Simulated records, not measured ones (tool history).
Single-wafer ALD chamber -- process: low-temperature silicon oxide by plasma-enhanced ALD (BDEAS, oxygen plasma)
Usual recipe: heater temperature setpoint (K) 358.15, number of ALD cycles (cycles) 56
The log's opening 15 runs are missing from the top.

run    hour  heater temperature setpoint (K)  number of ALD cycles (cycles)  wafers since the last listed run  hours since the last thermocouple change  hours since the gauge calibration  read-back reference wafer on the same gauge, thickness_nm  mean film thickness on the monitor wafer (nm)
 16     640                           372.15                             46                               142                                    2416.1                               40.8                                                      9.508                                          7.171
 17   667.7                           361.15                             56                               104                                    2443.8                               68.5                                                      9.507                                          8.978
 18   699.9                           350.15                             63                               121                                      2476                              100.7                                                      9.511                                          10.44
 19   733.6                           358.15                             56                               127                                    2509.7                              134.4                                                      9.513                                          9.064
 20   798.8                           358.15                             52                               246                                    2574.9                              199.6                                                      9.508                                          8.382
 21     867                           346.15                             63                               257                                    2643.1                              267.8                                                      9.512                                         10.532
      906.6  -- thermocouple changed; heater temperature recalibrated
 22   918.6                           358.15                             61                               164                                        12                              319.4                                                      9.505                                         10.028
 23   990.1                           347.15                             61                               269                                      83.5                              390.9                                                      9.508                                         10.377
 24  1061.4                           358.15                             56                               269                                     154.8                              462.2                                                      9.515                                          9.195
 25  1099.2                           348.15                             60                               142                                     192.6                                500                                                      9.507                                         10.191
 26  1158.9                           358.15                             65                               225                                     252.3                              559.7                                                      9.513                                         10.616
 27  1193.7                           358.15                             56                               131                                     287.1                              594.5                                                       9.51                                          9.115
 28  1403.3                           346.15                             52                               791                                     496.7                              804.1                                                       9.51                                          8.774
 29  1454.3                           368.15                             67                               192                                     547.7                              855.1                                                      9.514                                         10.613
 30  1507.1                           351.15                             47                               199                                     600.5                              907.9                                                      9.507                                          7.847

4 ways to go on from here, each from the tool as it stands after run 30. What would each give?
  A  1507.6                           345.15                             56                                 1                                       601                              908.4                                                          ?                                              ?
  B  1507.6                           347.15                             65                                 1                                       601                              908.4                                                          ?                                              ?
  C  1507.6                           366.15                             45                                 1                                       601                              908.4                                                          ?                                              ?
  D  1507.6                           358.15                             47                                 1                                       601                              908.4                                                          ?                                              ?

run  read-back reference wafer on the same gauge, thickness_nm  mean film thickness on the monitor wafer (nm)
  A                                                       9.51                                          9.525
  B                                                       9.51                                         10.991
  C                                                       9.51                                          7.184
  D                                                       9.51                                           7.69
Take away the tool's hidden state, keep each run's random variation, and the runs would have read:
run  mean film thickness on the monitor wafer (nm)
  A                                          9.603
  B                                         11.082
  C                                          7.247
  D                                          7.756

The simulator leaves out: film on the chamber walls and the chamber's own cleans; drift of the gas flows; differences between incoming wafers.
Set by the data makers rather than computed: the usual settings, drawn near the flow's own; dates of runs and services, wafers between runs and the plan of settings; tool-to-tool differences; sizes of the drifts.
